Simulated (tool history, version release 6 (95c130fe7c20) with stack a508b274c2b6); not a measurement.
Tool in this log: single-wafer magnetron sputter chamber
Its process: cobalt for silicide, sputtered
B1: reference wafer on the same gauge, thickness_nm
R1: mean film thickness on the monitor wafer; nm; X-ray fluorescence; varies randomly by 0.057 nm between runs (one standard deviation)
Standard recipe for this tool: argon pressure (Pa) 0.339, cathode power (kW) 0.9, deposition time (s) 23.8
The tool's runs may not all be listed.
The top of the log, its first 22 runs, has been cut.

Run 23, hour 1056.2: usual settings but argon pressure (Pa) 0.427, deposition time (s) 22.4; B1 11.932. Result: R1 9.111 nm.
Run 24, hour 1114.3: usual settings but deposition time (s) 25.9; B1 11.915. Result: R1 10.745 nm.
Run 25, hour 1144.5: usual settings; B1 11.924. Result: R1 9.783 nm.
At hour 1253: sputter target and shields replaced.
Run 26, hour 1301.3: usual settings but argon pressure (Pa) 0.449, deposition time (s) 25.5; B1 11.884. Result: R1 10.727 nm.
At hour 1362.1: gauge calibrated.
Run 27, hour 1371.2: usual settings but cathode power (kW) 1.1, deposition time (s) 20; B1 11.91. Result: R1 10.288 nm.
Run 28, hour 1520.4: usual settings but argon pressure (Pa) 0.447, cathode power (kW) 1.1, deposition time (s) 26.4; B1 11.879. Result: R1 12.774 nm.
Run 29, hour 1555.1: usual settings but argon pressure (Pa) 0.392, cathode power (kW) 1, deposition time (s) 22.5; B1 11.907. Result: R1 9.943 nm.
At hour 1566.9: capacitance manometer re-zeroed and calibrated.
Run 30, hour 1591.1: usual settings; B1 11.904. Result: R1 9.68 nm.
At hour 1600.8: sputter target and shields replaced.
Run 31, hour 1634: usual settings but deposition time (s) 21.5; B1 11.89. Result: R1 9.248 nm.
Run 32, hour 1683.8: usual settings but argon pressure (Pa) 0.253, cathode power (kW) 0.75; B1 11.908. Result: R1 8.609 nm.
Run 33, hour 1720.7: usual settings but argon pressure (Pa) 0.24, cathode power (kW) 1, deposition time (s) 19.8; B1 11.903. Result: R1 9.274 nm.
Run 34, hour 1768.1: usual settings but deposition time (s) 27.2; B1 11.9. Result: R1 11.25 nm.
Run 35, hour 1794.2: usual settings; B1 11.916. Result: R1 9.933 nm.
Run 36, hour 1864: usual settings but argon pressure (Pa) 0.447, cathode power (kW) 1.1; B1 11.874. Result: R1 11.56 nm.

Below are 3 alternative next runs, each starting from the tool's condition after run 36. Predict each:
Run A, hour 1864.4: usual settings but argon pressure (Pa) 0.408; B1 ?. Result: R1 ?.
Run B, hour 1864.4: usual settings but deposition time (s) 26.5; B1 ?. Result: R1 ?.
Run C, hour 1864.4: usual settings but cathode power (kW) 0.7; B1 ?. Result: R1 ?.

run     B1      R1
  A  11.88   9.585
  B  11.88  10.799
  C  11.88   7.683
With the hidden condition removed and each run's random variation left untouched, the same runs would have given:
run      R1
  A  10.029
  B  11.299
  C   8.039
